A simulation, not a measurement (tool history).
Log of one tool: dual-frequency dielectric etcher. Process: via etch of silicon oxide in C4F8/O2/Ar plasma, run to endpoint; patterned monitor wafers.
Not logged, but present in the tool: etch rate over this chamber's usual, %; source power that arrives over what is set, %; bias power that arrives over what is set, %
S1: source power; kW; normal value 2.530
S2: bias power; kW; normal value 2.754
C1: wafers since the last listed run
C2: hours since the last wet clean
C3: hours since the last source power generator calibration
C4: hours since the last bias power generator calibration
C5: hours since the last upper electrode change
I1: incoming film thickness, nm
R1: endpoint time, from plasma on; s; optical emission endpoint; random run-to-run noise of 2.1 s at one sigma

run 1 hour=0.0 | S1=2.530 S2=2.754 | C1=0 C2=256.7 C3=4442.7 C4=3408.7 C5=2407.7 | I1=2248.7 | R1=385.6
run 2 hour=80.6 | S1=2.530 S2=2.754 | C1=257 C2=337.3 C3=4523.3 C4=3489.3 C5=2488.3 | I1=2251.4 | R1=386.7
-- hour=135.9 wet clean of the chamber
run 3 hour=165.2 | S1=2.530 S2=2.754 | C1=193 C2=29.3 C3=4607.9 C4=3573.9 C5=2572.9 | I1=2268.5 | R1=388.9
run 4 hour=259.7 | S1=2.530 S2=2.754 | C1=301 C2=123.8 C3=4702.4 C4=3668.4 C5=2667.4 | I1=2256.4 | R1=387.9
run 5 hour=349.0 | S1=2.530 S2=2.754 | C1=285 C2=213.1 C3=4791.7 C4=3757.7 C5=2756.7 | I1=2263.2 | R1=388.9
run 6 hour=434.4 | S1=2.530 S2=2.754 | C1=272 C2=298.5 C3=4877.1 C4=3843.1 C5=2842.1 | I1=2238.7 | R1=384.6
run 7 hour=483.8 | S1=2.530 S2=2.754 | C1=157 C2=347.9 C3=4926.5 C4=3892.5 C5=2891.5 | I1=2262.2 | R1=387.7
-- hour=527.6 wet clean of the chamber
run 8 hour=528.1 | S1=2.530 S2=2.754 | C1=64 C2=0.5 C3=4970.8 C4=3936.8 C5=2935.8 | I1=2245.0 | R1=387.5
run 9 hour=612.6 | S1=2.860 S2=2.315 | C1=269 C2=85.0 C3=5055.3 C4=4021.3 C5=3020.3 | I1=2262.1 | R1=380.1
run 10 hour=715.1 | S1=2.360 S2=2.164 | C1=327 C2=187.5 C3=5157.8 C4=4123.8 C5=3122.8 | I1=2237.4 | R1=434.7
-- hour=813.3 upper electrode replaced
run 11 hour=813.8 | S1=2.530 S2=3.011 | C1=238 C2=286.2 C3=5256.5 C4=4222.5 C5=0.5 | I1=2266.7 | R1=380.0
-- hour=845.0 source power generator calibrated
-- hour=873.5 wet clean of the chamber
run 12 hour=874.0 | S1=2.530 S2=2.268 | C1=102 C2=0.5 C3=29.0 C4=4282.7 C5=60.7 | I1=2270.4 | R1=415.8
-- hour=914.0 bias power generator calibrated
run 13 hour=954.9 | S1=2.530 S2=2.754 | C1=245 C2=81.4 C3=109.9 C4=40.9 C5=141.6 | I1=2251.2 | R1=386.1
run 14 hour=1007.0 | S1=2.190 S2=2.293 | C1=166 C2=133.5 C3=162.0 C4=93.0 C5=193.7 | I1=2249.4 | R1=453.8
run 15 hour=1101.1 | S1=2.530 S2=2.754 | C1=300 C2=227.6 C3=256.1 C4=187.1 C5=287.8 | I1=2268.6 | R1=391.3
run 16 hour=1143.0 | S1=2.010 S2=2.754 | C1=133 C2=269.5 C3=298.0 C4=229.0 C5=329.7 | I1=2251.3 | R1=450.4

List, for all runs, the conditions of the tool that the log does not record:
etch rate over this chamber's usual, %: 0 at every run
source power that arrives over what is set, %: 0 at every run
bias power that arrives over what is set, %: 0 at every run
